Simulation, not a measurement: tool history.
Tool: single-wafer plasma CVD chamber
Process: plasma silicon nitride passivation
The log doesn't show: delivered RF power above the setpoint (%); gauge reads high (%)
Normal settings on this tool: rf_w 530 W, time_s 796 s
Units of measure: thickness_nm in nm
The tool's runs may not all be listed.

run,hour,rf_w,time_s,wafers since the last listed run,hours since the last RF generator calibration,hours since the showerhead was replaced,hours since the gauge calibration,"read-back reference wafer on the same gauge, thickness_nm",thickness_nm
1,0.0,530,796,0,1240.8,4517.3,433.2,1139.218,1158.671
2,65.3,530,796,166,1306.1,4582.6,498.5,1139.571,1146.464
3,133.0,530,796,173,1373.8,4650.3,566.2,1139.888,1145.446
4,202.7,595,915,178,1443.5,4720.0,635.9,1140.487,1388.842
5,272.6,595,915,178,1513.4,4789.9,705.8,1139.431,1389.873
6,312.2,595,915,101,1553.0,4829.5,745.4,1139.840,1391.352
# hour 323.6: gauge calibrated
7,345.6,530,834,85,1586.4,4862.9,22.0,1138.550,1203.103
# hour 389.8: RF generator calibrated
8,390.3,530,834,93,0.5,4907.6,66.7,1140.292,1249.422
# hour 430.6: showerhead replaced
9,431.1,530,834,83,41.3,0.5,107.5,1139.624,1243.033
10,464.2,530,796,84,74.4,33.6,140.6,1139.560,1188.355
11,502.7,530,796,98,112.9,72.1,179.1,1139.716,1190.019
12,557.3,460,950,139,167.5,126.7,233.7,1140.486,1306.403
13,620.1,495,693,160,230.3,189.5,296.5,1139.400,994.973
14,666.5,490,674,118,276.7,235.9,342.9,1140.105,959.009
15,695.8,580,838,74,306.0,265.2,372.2,1139.937,1294.143
16,742.8,630,677,120,353.0,312.2,419.2,1139.698,1086.491
17,779.7,530,796,94,389.9,349.1,456.1,1140.688,1167.360
18,819.5,565,917,101,429.7,388.9,495.9,1141.221,1386.611
19,862.8,600,687,110,473.0,432.2,539.2,1140.203,1063.428
20,932.0,530,796,176,542.2,501.4,608.4,1139.623,1167.509

Consider 4 possible next runs. They are alternatives, not a sequence: every one starts from the tool as it was left by run 20. What does each give?
A,932.6,530,796,1,542.8,502.0,609.0,?,?
B,932.6,435,688,1,542.8,502.0,609.0,?,?
C,932.6,490,705,1,542.8,502.0,609.0,?,?
D,932.6,465,883,1,542.8,502.0,609.0,?,?

run,"read-back reference wafer on the same gauge, thickness_nm",thickness_nm
A,1140.108,1162.145
B,1140.108,909.305
C,1140.108,990.937
D,1140.108,1208.760
Without the tool's hidden state the same runs would have given:
run,thickness_nm
A,1191.396
B,932.193
C,1015.879
D,1239.184
